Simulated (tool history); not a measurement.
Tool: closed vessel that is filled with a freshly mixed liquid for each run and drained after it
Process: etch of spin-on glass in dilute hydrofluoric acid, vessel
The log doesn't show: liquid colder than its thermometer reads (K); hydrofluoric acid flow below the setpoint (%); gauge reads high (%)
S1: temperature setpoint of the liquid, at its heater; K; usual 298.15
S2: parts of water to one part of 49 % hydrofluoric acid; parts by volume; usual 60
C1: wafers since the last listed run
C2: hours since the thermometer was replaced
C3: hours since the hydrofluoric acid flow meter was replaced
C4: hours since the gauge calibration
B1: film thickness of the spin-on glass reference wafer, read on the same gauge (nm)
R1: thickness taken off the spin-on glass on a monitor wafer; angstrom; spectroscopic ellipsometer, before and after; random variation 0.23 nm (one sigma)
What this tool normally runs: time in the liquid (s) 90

run 1 hour=0.0 | S1=298.15 S2=60 time_in_the_liquid_(s)=90 | C1=0 C2=320.1 C3=651.0 C4=509.8 | B1=90.01 | R1=315.3
run 2 hour=75.4 | S1=298.15 S2=65 time_in_the_liquid_(s)=65 | C1=10256 C2=395.5 C3=726.4 C4=585.2 | B1=89.99 | R1=209.7
run 3 hour=161.1 | S1=298.15 S2=65 time_in_the_liquid_(s)=65 | C1=11657 C2=481.2 C3=812.1 C4=670.9 | B1=89.99 | R1=206.9
-- hour=220.6 hydrofluoric acid flow meter replaced
run 4 hour=267.5 | S1=298.15 S2=65 time_in_the_liquid_(s)=65 | C1=14336 C2=587.6 C3=46.9 C4=777.3 | B1=90.00 | R1=207.9
run 5 hour=348.7 | S1=298.15 S2=60 time_in_the_liquid_(s)=90 | C1=11044 C2=668.8 C3=128.1 C4=858.5 | B1=90.02 | R1=315.6
run 6 hour=411.6 | S1=298.15 S2=60 time_in_the_liquid_(s)=90 | C1=8555 C2=731.7 C3=191.0 C4=921.4 | B1=89.97 | R1=310.3
run 7 hour=455.9 | S1=298.15 S2=60 time_in_the_liquid_(s)=90 | C1=6025 C2=776.0 C3=235.3 C4=965.7 | B1=90.03 | R1=312.0
run 8 hour=544.9 | S1=298.15 S2=60 time_in_the_liquid_(s)=90 | C1=12105 C2=865.0 C3=324.3 C4=1054.7 | B1=90.02 | R1=309.1
run 9 hour=630.4 | S1=298.15 S2=60 time_in_the_liquid_(s)=90 | C1=11629 C2=950.5 C3=409.8 C4=1140.2 | B1=89.99 | R1=306.6
run 10 hour=732.3 | S1=298.15 S2=60 time_in_the_liquid_(s)=90 | C1=13860 C2=1052.4 C3=511.7 C4=1242.1 | B1=90.01 | R1=313.4
run 11 hour=781.7 | S1=298.15 S2=60 time_in_the_liquid_(s)=90 | C1=6719 C2=1101.8 C3=561.1 C4=1291.5 | B1=90.01 | R1=308.0
run 12 hour=989.5 | S1=298.15 S2=60 time_in_the_liquid_(s)=90 | C1=28265 C2=1309.6 C3=768.9 C4=1499.3 | B1=89.95 | R1=305.1
-- hour=1041.1 hydrofluoric acid flow meter replaced
run 13 hour=1086.2 | S1=298.15 S2=60 time_in_the_liquid_(s)=90 | C1=13017 C2=1406.3 C3=45.1 C4=1596.0 | B1=89.99 | R1=305.8
run 14 hour=1193.5 | S1=298.15 S2=60 time_in_the_liquid_(s)=90 | C1=14595 C2=1513.6 C3=152.4 C4=1703.3 | B1=90.01 | R1=304.5
run 15 hour=1416.1 | S1=298.15 S2=60 time_in_the_liquid_(s)=90 | C1=30278 C2=1736.2 C3=375.0 C4=1925.9 | B1=90.04 | R1=299.9
run 16 hour=1469.0 | S1=299.65 S2=60 time_in_the_liquid_(s)=45 | C1=7195 C2=1789.1 C3=427.9 C4=1978.8 | B1=90.02 | R1=160.1
run 17 hour=1534.0 | S1=298.15 S2=70 time_in_the_liquid_(s)=90 | C1=8841 C2=1854.1 C3=492.9 C4=2043.8 | B1=90.03 | R1=253.3
run 18 hour=1640.2 | S1=298.15 S2=90 time_in_the_liquid_(s)=90 | C1=14445 C2=1960.3 C3=599.1 C4=2150.0 | B1=90.00 | R1=189.5
-- hour=1652.4 gauge calibrated
run 19 hour=1683.6 | S1=298.15 S2=60 time_in_the_liquid_(s)=90 | C1=5903 C2=2003.7 C3=642.5 C4=31.2 | B1=89.98 | R1=301.4
run 20 hour=1732.9 | S1=298.15 S2=60 time_in_the_liquid_(s)=90 | C1=6705 C2=2053.0 C3=691.8 C4=80.5 | B1=89.96 | R1=296.4
-- hour=1780.7 hydrofluoric acid flow meter replaced
run 21 hour=1834.8 | S1=298.15 S2=60 time_in_the_liquid_(s)=90 | C1=13724 C2=2154.9 C3=54.1 C4=182.4 | B1=89.98 | R1=299.8
run 22 hour=1934.8 | S1=298.15 S2=60 time_in_the_liquid_(s)=90 | C1=13602 C2=2254.9 C3=154.1 C4=282.4 | B1=90.01 | R1=294.5
run 23 hour=2007.3 | S1=298.15 S2=60 time_in_the_liquid_(s)=130 | C1=9861 C2=2327.4 C3=226.6 C4=354.9 | B1=90.03 | R1=424.8
run 24 hour=2055.6 | S1=293.65 S2=85 time_in_the_liquid_(s)=75 | C1=6569 C2=2375.7 C3=274.9 C4=403.2 | B1=90.01 | R1=139.2
-- hour=2113.2 thermometer replaced
run 25 hour=2135.1 | S1=299.65 S2=60 time_in_the_liquid_(s)=90 | C1=10677 C2=21.9 C3=354.4 C4=482.7 | B1=89.99 | R1=336.2
run 26 hour=2224.0 | S1=298.15 S2=60 time_in_the_liquid_(s)=125 | C1=12092 C2=110.8 C3=443.3 C4=571.6 | B1=90.02 | R1=440.5
run 27 hour=2280.5 | S1=298.15 S2=60 time_in_the_liquid_(s)=90 | C1=7685 C2=167.3 C3=499.8 C4=628.1 | B1=89.99 | R1=316.7

Run 28 is up next; what results do you expect?
run 28 hour=2331.1 | S1=298.15 S2=35 time_in_the_liquid_(s)=145 | C1=6882 C2=217.9 C3=550.4 C4=678.7 | B1=? | R1=?

{"run 28": {"B1": 89.98, "R1": 911.7}}
Were there no unlogged condition in the tool, this run, its random variation unchanged, would have produced R1 920.0 angstrom.

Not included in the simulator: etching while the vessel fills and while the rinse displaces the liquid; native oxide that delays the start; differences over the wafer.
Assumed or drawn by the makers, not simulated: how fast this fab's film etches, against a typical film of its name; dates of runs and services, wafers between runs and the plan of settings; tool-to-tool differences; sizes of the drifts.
